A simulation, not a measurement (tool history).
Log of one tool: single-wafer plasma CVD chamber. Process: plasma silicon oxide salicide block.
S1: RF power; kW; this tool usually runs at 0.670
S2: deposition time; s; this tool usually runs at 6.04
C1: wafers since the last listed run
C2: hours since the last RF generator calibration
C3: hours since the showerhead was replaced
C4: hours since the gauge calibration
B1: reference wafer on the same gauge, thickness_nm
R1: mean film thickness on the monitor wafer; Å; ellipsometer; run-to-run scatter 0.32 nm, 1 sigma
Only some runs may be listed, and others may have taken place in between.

| run | day | S1 | S2 | C1 | C2 | C3 | C4 | B1 | R1 |
|---|---|---|---|---|---|---|---|---|---|
| 1 | 0.000 | 0.625 | 6.96 | 0 | 1387.4 | 5962.1 | 675.4 | 59.734 | 688.32 |
| 2 | 13.058 | 0.625 | 6.96 | 8772 | 1700.8 | 6275.5 | 988.8 | 59.136 | 678.22 |
| 3 | 14.679 | 0.625 | 6.96 | 1088 | 1739.7 | 6314.4 | 1027.7 | 59.022 | 677.91 |
| 4 | 19.050 | 0.670 | 6.04 | 2936 | 1844.6 | 6419.3 | 1132.6 | 58.844 | 596.22 |
|  | 20.754 | showerhead replaced |
|  | 25.388 | RF generator calibrated |
| 5 | 28.154 | 0.595 | 6.04 | 5668 | 66.4 | 177.6 | 1351.1 | 58.305 | 574.96 |
| 6 | 30.067 | 0.595 | 6.04 | 1284 | 112.3 | 223.5 | 1397.0 | 58.235 | 576.75 |
| 7 | 31.988 | 0.595 | 6.04 | 1290 | 158.4 | 269.6 | 1443.1 | 58.041 | 574.68 |
| 8 | 35.675 | 0.670 | 6.04 | 2477 | 246.9 | 358.1 | 1531.6 | 57.771 | 587.26 |
|  | 39.192 | gauge calibrated |
| 9 | 39.933 | 0.800 | 5.62 | 2860 | 349.1 | 460.3 | 17.8 | 59.897 | 594.04 |
| 10 | 43.425 | 0.625 | 6.04 | 2345 | 432.9 | 544.1 | 101.6 | 59.966 | 594.24 |
| 11 | 47.792 | 0.670 | 6.04 | 2933 | 537.7 | 648.9 | 206.4 | 59.893 | 610.16 |
| 12 | 50.500 | 0.560 | 5.53 | 1819 | 602.7 | 713.9 | 271.4 | 59.903 | 531.48 |
| 13 | 54.188 | 0.630 | 6.44 | 2477 | 691.2 | 802.4 | 359.9 | 59.801 | 636.01 |
| 14 | 56.129 | 0.800 | 5.62 | 1304 | 737.8 | 849.0 | 406.5 | 59.795 | 584.59 |
| 15 | 58.775 | 0.580 | 4.99 | 1777 | 801.3 | 912.5 | 470.0 | 59.743 | 482.27 |
| 16 | 60.362 | 0.620 | 7.12 | 1066 | 839.4 | 950.6 | 508.1 | 59.602 | 694.76 |

Here are 3 independent what-if runs from the current tool condition. What would each one return?
| A | 60.379 | 0.670 | 6.64 | 11 | 839.8 | 951.0 | 508.5 | ? | ? |
| B | 60.379 | 0.710 | 5.48 | 11 | 839.8 | 951.0 | 508.5 | ? | ? |
| C | 60.379 | 0.670 | 6.61 | 11 | 839.8 | 951.0 | 508.5 | ? | ? |

| run | B1 | R1 |
|---|---|---|
| A | 59.687 | 659.58 |
| B | 59.687 | 552.02 |
| C | 59.687 | 656.60 |
Take away the tool's hidden state, keep each run's random variation, and the runs would have read:
| run | R1 |
|---|---|
| A | 659.72 |
| B | 552.13 |
| C | 656.74 |

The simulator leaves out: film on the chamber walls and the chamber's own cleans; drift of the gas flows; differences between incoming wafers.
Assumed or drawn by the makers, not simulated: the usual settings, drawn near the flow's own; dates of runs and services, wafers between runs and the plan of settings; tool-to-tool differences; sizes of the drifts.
